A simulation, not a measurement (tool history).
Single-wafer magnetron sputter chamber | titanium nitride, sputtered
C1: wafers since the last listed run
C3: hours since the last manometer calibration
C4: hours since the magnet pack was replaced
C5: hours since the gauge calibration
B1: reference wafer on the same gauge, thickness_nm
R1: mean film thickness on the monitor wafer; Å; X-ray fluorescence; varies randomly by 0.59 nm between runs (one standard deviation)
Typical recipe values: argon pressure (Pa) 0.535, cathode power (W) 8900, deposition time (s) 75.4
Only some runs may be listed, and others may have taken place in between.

Run 1, day 0.000: usual settings but cathode power (W) 9450; C1 0; wafers on the sputter target 3090; C3 1191.4; C4 9352.3; C5 74.6; B1 126.958. Result: R1 1228.87 Å.
Run 2, day 0.567: usual settings but cathode power (W) 9450; C1 331; wafers on the sputter target 3422; C3 1205.0; C4 9365.9; C5 88.2; B1 127.049. Result: R1 1237.37 Å.
Run 3, day 1.296: usual settings; C1 427; wafers on the sputter target 3849; C3 1222.5; C4 9383.4; C5 105.7; B1 126.834. Result: R1 1158.33 Å.
Run 4, day 1.554: usual settings; C1 151; wafers on the sputter target 4001; C3 1228.7; C4 9389.6; C5 111.9; B1 127.021. Result: R1 1149.39 Å.
Run 5, day 1.867: usual settings; C1 183; wafers on the sputter target 4184; C3 1236.2; C4 9397.1; C5 119.4; B1 127.006. Result: R1 1148.15 Å.
Run 6, day 2.308: usual settings; C1 258; wafers on the sputter target 4442; C3 1246.8; C4 9407.7; C5 130.0; B1 126.962. Result: R1 1136.29 Å.
Run 7, day 2.754: usual settings; C1 261; wafers on the sputter target 4704; C3 1257.5; C4 9418.4; C5 140.7; B1 126.977. Result: R1 1137.08 Å.
Run 8, day 3.312: usual settings; C1 327; wafers on the sputter target 5031; C3 1270.9; C4 9431.8; C5 154.1; B1 127.026. Result: R1 1132.03 Å.
Run 9, day 3.750: usual settings; C1 256; wafers on the sputter target 5287; C3 1281.4; C4 9442.3; C5 164.6; B1 126.904. Result: R1 1130.56 Å.
Run 10, day 4.121: usual settings but deposition time (s) 71.1; C1 217; wafers on the sputter target 5504; C3 1290.3; C4 9451.2; C5 173.5; B1 126.931. Result: R1 1076.27 Å.
Run 11, day 4.467: usual settings but deposition time (s) 71.1; C1 202; wafers on the sputter target 5707; C3 1298.6; C4 9459.5; C5 181.8; B1 127.062. Result: R1 1078.17 Å.
At day 5.021: magnet pack replaced.
Run 12, day 5.042: usual settings but argon pressure (Pa) 0.599; C1 141; wafers on the sputter target 5848; C3 1312.4; C4 0.5; C5 195.6; B1 127.114. Result: R1 1110.59 Å.
Run 13, day 5.071: usual settings but argon pressure (Pa) 0.599; C1 17; wafers on the sputter target 5866; C3 1313.1; C4 1.2; C5 196.3; B1 127.031. Result: R1 1098.67 Å.
Run 14, day 5.542: usual settings but cathode power (W) 9700; C1 275; wafers on the sputter target 6141; C3 1324.4; C4 12.5; C5 207.6; B1 127.096. Result: R1 1230.98 Å.
At day 6.304: capacitance manometer re-zeroed and calibrated.
Run 15, day 6.325: usual settings but cathode power (W) 9700; C1 263; wafers on the sputter target 6405; C3 0.5; C4 31.3; C5 226.4; B1 126.927. Result: R1 1219.27 Å.
Run 16, day 6.404: usual settings but cathode power (W) 9600; C1 46; wafers on the sputter target 6451; C3 2.4; C4 33.2; C5 228.3; B1 127.041. Result: R1 1206.84 Å.
Run 17, day 6.904: usual settings but argon pressure (Pa) 0.472, cathode power (W) 8100, deposition time (s) 69.6; C1 292; wafers on the sputter target 6744; C3 14.4; C4 45.2; C5 240.3; B1 127.063. Result: R1 958.88 Å.
Run 18, day 7.512: usual settings but cathode power (W) 10300; C1 356; wafers on the sputter target 7101; C3 29.0; C4 59.8; C5 254.9; B1 126.974. Result: R1 1291.83 Å.
Run 19, day 7.875: usual settings but deposition time (s) 69.3; C1 212; wafers on the sputter target 7313; C3 37.7; C4 68.5; C5 263.6; B1 127.016. Result: R1 1015.00 Å.
Run 20, day 8.200: usual settings but argon pressure (Pa) 0.699; C1 190; wafers on the sputter target 7503; C3 45.5; C4 76.3; C5 271.4; B1 126.873. Result: R1 1054.48 Å.
Run 21, day 8.575: usual settings but cathode power (W) 9850; C1 219; wafers on the sputter target 7723; C3 54.5; C4 85.3; C5 280.4; B1 126.910. Result: R1 1211.16 Å.
Run 22, day 8.875: usual settings; C1 175; wafers on the sputter target 7899; C3 61.7; C4 92.5; C5 287.6; B1 126.920. Result: R1 1092.41 Å.
At day 10.283: sputter target and shields replaced.
Run 23, day 10.979: usual settings but cathode power (W) 10050; C1 1037; wafers on the sputter target 407; C3 112.2; C4 143.0; C5 338.1; B1 127.004. Result: R1 1147.56 Å.
Run 24, day 11.312: usual settings but cathode power (W) 10150, deposition time (s) 64.8; C1 195; wafers on the sputter target 602; C3 120.2; C4 151.0; C5 346.1; B1 126.987. Result: R1 1001.74 Å.
At day 11.588: gauge calibrated.
Run 25, day 11.892: usual settings but argon pressure (Pa) 0.737, cathode power (W) 10100, deposition time (s) 87.4; C1 339; wafers on the sputter target 942; C3 134.1; C4 164.9; C5 7.3; B1 127.061. Result: R1 1264.22 Å.
At day 12.650: sputter target and shields replaced, repeated, since the last time left the tool worse.
Run 26, day 12.671: usual settings; C1 261; wafers on the sputter target 12; C3 152.8; C4 183.6; C5 26.0; B1 127.046. Result: R1 1173.58 Å.
Run 27, day 12.992: usual settings but argon pressure (Pa) 0.652; C1 187; wafers on the sputter target 200; C3 160.5; C4 191.3; C5 33.7; B1 126.851. Result: R1 1115.25 Å.
Run 28, day 13.442: usual settings but argon pressure (Pa) 0.471, cathode power (W) 7650, deposition time (s) 82.7; C1 263; wafers on the sputter target 464; C3 171.3; C4 202.1; C5 44.5; B1 126.993. Result: R1 1131.21 Å.
Run 29, day 13.838: usual settings but argon pressure (Pa) 0.689; C1 231; wafers on the sputter target 696; C3 180.8; C4 211.6; C5 54.0; B1 127.052. Result: R1 1107.71 Å.
Run 30, day 14.567: usual settings but argon pressure (Pa) 0.402, cathode power (W) 10900, deposition time (s) 82.3; C1 427; wafers on the sputter target 1123; C3 198.3; C4 229.1; C5 71.5; B1 127.143. Result: R1 1629.82 Å.
Run 31, day 15.167: usual settings; C1 351; wafers on the sputter target 1474; C3 212.7; C4 243.5; C5 85.9; B1 126.996. Result: R1 1173.61 Å.

Predict each of these 3 candidate next runs independently; none follows another, all start after run 31:
Run A, day 15.183: usual settings; C1 9; wafers on the sputter target 1484; C3 213.1; C4 243.9; C5 86.3; B1 ?. Result: R1 ?.
Run B, day 15.183: usual settings but deposition time (s) 64.8; C1 9; wafers on the sputter target 1484; C3 213.1; C4 243.9; C5 86.3; B1 ?. Result: R1 ?.
Run C, day 15.183: usual settings but argon pressure (Pa) 0.627, cathode power (W) 8350; C1 9; wafers on the sputter target 1484; C3 213.1; C4 243.9; C5 86.3; B1 ?. Result: R1 ?.

run       B1       R1
  A  126.984  1171.66
  B  126.984  1006.95
  C  126.984  1066.75
Without the tool's hidden state the same runs would have given:
run       R1
  A  1174.42
  B  1009.32
  C  1069.26
